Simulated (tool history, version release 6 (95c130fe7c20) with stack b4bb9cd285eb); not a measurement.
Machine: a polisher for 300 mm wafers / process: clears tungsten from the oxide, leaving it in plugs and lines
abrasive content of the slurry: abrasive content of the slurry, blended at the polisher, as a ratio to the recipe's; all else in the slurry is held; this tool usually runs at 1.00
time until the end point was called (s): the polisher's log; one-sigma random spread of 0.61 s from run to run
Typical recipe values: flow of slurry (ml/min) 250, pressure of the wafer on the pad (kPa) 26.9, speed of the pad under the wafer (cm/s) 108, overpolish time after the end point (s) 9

run,hour,flow of slurry (ml/min),pressure of the wafer on the pad (kPa),speed of the pad under the wafer (cm/s),abrasive content of the slurry,overpolish time after the end point (s),"incoming thickness of the incoming film, nm",time until the end point was called (s)
1,0.0,295,32.4,108,1.00,9,270.7,35.6
2,50.1,250,26.9,80,1.00,9,268.7,57.1
3,136.8,250,26.9,108,1.00,9,274.4,45.1
4,230.2,250,26.9,108,1.00,9,270.2,43.4
5,292.4,250,26.9,108,1.00,9,268.3,43.1
6,355.0,250,23.4,108,1.00,9,273.1,51.1
7,415.1,305,26.9,108,1.00,7,266.9,43.1
8,491.7,300,26.9,108,1.00,9,272.1,43.7
9,530.9,250,26.9,108,1.00,9,270.0,45.3
10,726.0,250,26.9,108,1.00,9,273.4,44.0
11,784.0,250,26.9,108,1.00,9,270.2,43.7
12,827.7,250,26.9,72,0.75,9,272.4,73.0
13,903.7,250,26.9,108,1.00,9,272.0,44.3
14,981.1,285,26.9,132,1.00,13,273.8,36.8
15,1085.5,250,26.9,108,1.00,9,272.6,45.0
16,1154.6,250,26.9,90,1.00,9,270.5,52.0
17,1223.6,250,22.1,96,1.00,9,266.0,58.6
18,1315.2,250,26.9,108,1.00,9,271.9,44.4
19,1395.7,340,29.6,108,1.00,8,271.0,39.8
20,1496.1,165,26.9,108,0.90,9,271.6,47.2
21,1556.8,250,29.6,108,1.00,9,267.5,39.7
22,1605.3,190,26.9,108,1.00,6,269.7,44.3

Between the runs listed above, the log contained 22 entries, not reproduced here. Where in the sequence does each belong, and how does what the log doesn't record of the tool's condition differ from the listed run before to the listed run after?
After run 1, before run 2: head pressure recalibrated (hour 0.4)
  no hidden state differs between the two runs
After run 3, before run 4: worn pad replaced by a new one (hour 169.5); slurry tank refilled with fresh slurry and peroxide (hour 192.7)
  no hidden state differs between the two runs
After run 4, before run 5: slurry blender recalibrated (hour 239.4)
  no hidden state differs between the two runs
After run 5, before run 6: head pressure recalibrated (hour 321.8)
  no hidden state differs between the two runs
After run 7, before run 8: slurry tank refilled with fresh slurry and peroxide (hour 490.9)
  no hidden state differs between the two runs
After run 8, before run 9: worn pad replaced by a new one (hour 518.1)
  no hidden state differs between the two runs
After run 9, before run 10: slurry blender recalibrated (hour 547.8); slurry nozzle cleaned (hour 553.6); head pressure recalibrated (hour 623.3)
  no hidden state differs between the two runs
After run 12, before run 13: slurry tank refilled with fresh slurry and peroxide (hour 839.6); worn pad replaced by a new one (hour 857.0); slurry blender recalibrated (hour 890.7)
  no hidden state differs between the two runs
After run 14, before run 15: head pressure recalibrated (hour 994.5)
  no hidden state differs between the two runs
After run 15, before run 16: slurry tank refilled with fresh slurry and peroxide (hour 1131.0)
  no hidden state differs between the two runs
After run 16, before run 17: slurry blender recalibrated (hour 1176.2); worn pad replaced by a new one (hour 1186.0)
  no hidden state differs between the two runs
After run 18, before run 19: slurry nozzle cleaned (hour 1322.1); head pressure recalibrated (hour 1337.9)
  no hidden state differs between the two runs
After run 19, before run 20: slurry blender recalibrated (hour 1465.0); worn pad replaced by a new one (hour 1477.3)
  no hidden state differs between the two runs
After run 20, before run 21: slurry tank refilled with fresh slurry and peroxide (hour 1497.2)
  no hidden state differs between the two runs

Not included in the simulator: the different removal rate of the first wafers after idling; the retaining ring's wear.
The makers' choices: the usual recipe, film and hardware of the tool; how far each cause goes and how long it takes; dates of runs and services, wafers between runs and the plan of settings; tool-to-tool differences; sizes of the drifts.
